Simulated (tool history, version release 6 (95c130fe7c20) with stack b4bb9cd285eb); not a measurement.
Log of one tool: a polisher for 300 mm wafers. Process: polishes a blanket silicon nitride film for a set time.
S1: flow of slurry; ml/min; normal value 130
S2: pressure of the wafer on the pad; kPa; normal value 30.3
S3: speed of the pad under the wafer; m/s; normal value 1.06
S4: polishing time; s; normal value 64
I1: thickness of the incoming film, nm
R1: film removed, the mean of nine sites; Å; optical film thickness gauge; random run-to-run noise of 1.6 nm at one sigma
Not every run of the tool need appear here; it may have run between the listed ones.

| run | hour | S1 | S2 | S3 | S4 | I1 | R1 |
|---|---|---|---|---|---|---|---|
| 1 | 0 | 130 | 30.3 | 1.22 | 64 | 848.5 | 1888 |
| 2 | 11 | 130 | 30.3 | 1.22 | 64 | 867.8 | 1906 |
| 3 | 18.4 | 130 | 30.3 | 1.22 | 64 | 835.9 | 1896 |
| 4 | 34.7 | 130 | 30.3 | 1.06 | 64 | 850.1 | 1691 |
|  | 49.7 | worn pad replaced by a new one |
| 5 | 52.1 | 130 | 30.3 | 1.06 | 64 | 861.4 | 1681 |
| 6 | 68.9 | 130 | 30.3 | 1.06 | 54 | 853 | 1429 |
| 7 | 79.4 | 130 | 30.3 | 1.06 | 64 | 860.7 | 1708 |
| 8 | 118.7 | 130 | 30.3 | 1.06 | 64 | 848.7 | 1724 |
| 9 | 128.9 | 130 | 30.3 | 1.06 | 64 | 843 | 1676 |
|  | 137.9 | worn pad replaced by a new one |
| 10 | 140.1 | 130 | 30.3 | 1.06 | 64 | 847.2 | 1682 |
|  | 143.1 | slurry nozzle cleaned |
| 11 | 157.7 | 130 | 30.3 | 1.06 | 64 | 861.3 | 1689 |
| 12 | 165.1 | 130 | 24.1 | 1.06 | 64 | 851.9 | 1469 |
| 13 | 183 | 130 | 24.1 | 1.06 | 64 | 848.8 | 1447 |
| 14 | 198.2 | 130 | 24.1 | 1.06 | 64 | 835.5 | 1463 |
| 15 | 206.8 | 130 | 30.3 | 1.2 | 54 | 857.8 | 1568 |
| 16 | 223.9 | 95 | 38.6 | 0.74 | 48 | 853.2 | 1052 |

Run 17 has not been measured yet. What should we expect?
|  | 234.4 | worn pad replaced by a new one |
| 17 | 239.5 | 160 | 30.3 | 1.18 | 64 | 837.2 | ? |

R1: 1909 Å
Were there no unlogged condition in the tool, this run, its random variation unchanged, would have produced R1 1909 Å.
